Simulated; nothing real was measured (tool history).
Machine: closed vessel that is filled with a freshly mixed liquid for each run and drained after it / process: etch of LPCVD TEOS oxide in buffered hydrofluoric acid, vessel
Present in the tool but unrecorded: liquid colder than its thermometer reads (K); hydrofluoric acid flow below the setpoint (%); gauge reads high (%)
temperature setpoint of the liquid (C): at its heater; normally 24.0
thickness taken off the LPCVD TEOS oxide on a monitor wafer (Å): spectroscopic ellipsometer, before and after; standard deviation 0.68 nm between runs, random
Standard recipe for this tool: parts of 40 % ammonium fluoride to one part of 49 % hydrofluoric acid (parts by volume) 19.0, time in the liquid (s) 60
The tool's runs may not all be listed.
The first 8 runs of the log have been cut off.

run,hour,temperature setpoint of the liquid (C),parts of 40 % ammonium fluoride to one part of 49 % hydrofluoric acid (parts by volume),time in the liquid (s),wafers since the last listed run,hours since the thermometer was replaced,hours since the hydrofluoric acid flow meter was replaced,hours since the gauge calibration,"read-back film thickness of the LPCVD TEOS oxide reference wafer, read on the same gauge (nm)",thickness taken off the LPCVD TEOS oxide on a monitor wafer (Å)
9,480.5,21.5,19.0,60,4932,2583.6,801.0,660.2,109.99,876.7
10,622.3,24.0,19.0,60,20096,2725.4,942.8,802.0,110.04,1002.0
11,679.9,24.0,19.0,60,8163,2783.0,1000.4,859.6,110.05,983.2
12,725.6,24.0,19.0,75,6476,2828.7,1046.1,905.3,109.98,1226.2
# hour 774.3: gauge calibrated
13,781.6,24.0,19.0,75,7936,2884.7,1102.1,7.3,109.98,1240.4
14,840.1,24.0,19.0,75,8290,2943.2,1160.6,65.8,109.97,1228.9
15,1048.8,24.0,19.0,60,29577,3151.9,1369.3,274.5,109.96,986.2
16,1106.9,24.0,19.0,60,8234,3210.0,1427.4,332.6,110.00,983.2
# hour 1129.6: thermometer replaced
17,1166.5,28.0,11.5,30,8305,36.9,1487.0,392.2,109.95,1083.0
18,1219.6,19.5,19.0,40,7525,90.0,1540.1,445.3,109.98,553.1
19,1252.5,24.0,19.0,35,4662,122.9,1573.0,478.2,109.99,613.0
20,1316.1,22.5,19.0,40,9013,186.5,1636.6,541.8,109.99,650.2
21,1366.7,24.0,19.0,60,7171,237.1,1687.2,592.4,110.04,1062.2
# hour 1375.1: hydrofluoric acid flow meter replaced
22,1393.3,24.0,12.5,60,3628,263.7,18.2,619.0,110.00,1585.9
23,1430.5,24.0,19.0,30,5272,300.9,55.4,656.2,109.94,530.5
24,1457.4,24.0,21.0,35,3812,327.8,82.3,683.1,109.99,569.9
25,1516.7,24.0,19.0,60,8404,387.1,141.6,742.4,109.99,1064.3
26,1583.2,22.0,22.0,30,9424,453.6,208.1,808.9,110.01,418.1
27,1631.2,21.5,24.0,85,6802,501.6,256.1,856.9,110.00,1090.7
28,1737.7,24.0,19.0,60,15093,608.1,362.6,963.4,110.02,1061.7
29,1787.7,26.0,22.0,60,7086,658.1,412.6,1013.4,109.97,1049.8
# hour 1796.4: gauge calibrated
30,1829.2,24.0,13.5,85,5881,699.6,454.1,32.8,110.04,2069.5
31,1875.0,24.0,15.5,90,6490,745.4,499.9,78.6,110.06,1918.8
32,1904.9,27.5,15.5,45,4237,775.3,529.8,108.5,110.04,1155.9
33,1938.7,24.0,19.0,60,4790,809.1,563.6,142.3,109.99,1047.4

Below are 4 alternative next runs, each starting from the tool's condition after run 33. Predict each:
A,1939.4,27.0,19.0,60,99,809.8,564.3,143.0,?,?
B,1939.4,24.0,22.5,90,99,809.8,564.3,143.0,?,?
C,1939.4,26.0,13.0,60,99,809.8,564.3,143.0,?,?
D,1939.4,26.0,25.0,40,99,809.8,564.3,143.0,?,?

run,"read-back film thickness of the LPCVD TEOS oxide reference wafer, read on the same gauge (nm)",thickness taken off the LPCVD TEOS oxide on a monitor wafer (Å)
A,110.01,1232.4
B,110.01,1376.3
C,110.01,1695.2
D,110.01,634.7
What these runs would have given with no unlogged condition in the tool:
run,thickness taken off the LPCVD TEOS oxide on a monitor wafer (Å)
A,1280.4
B,1431.0
C,1761.5
D,659.7
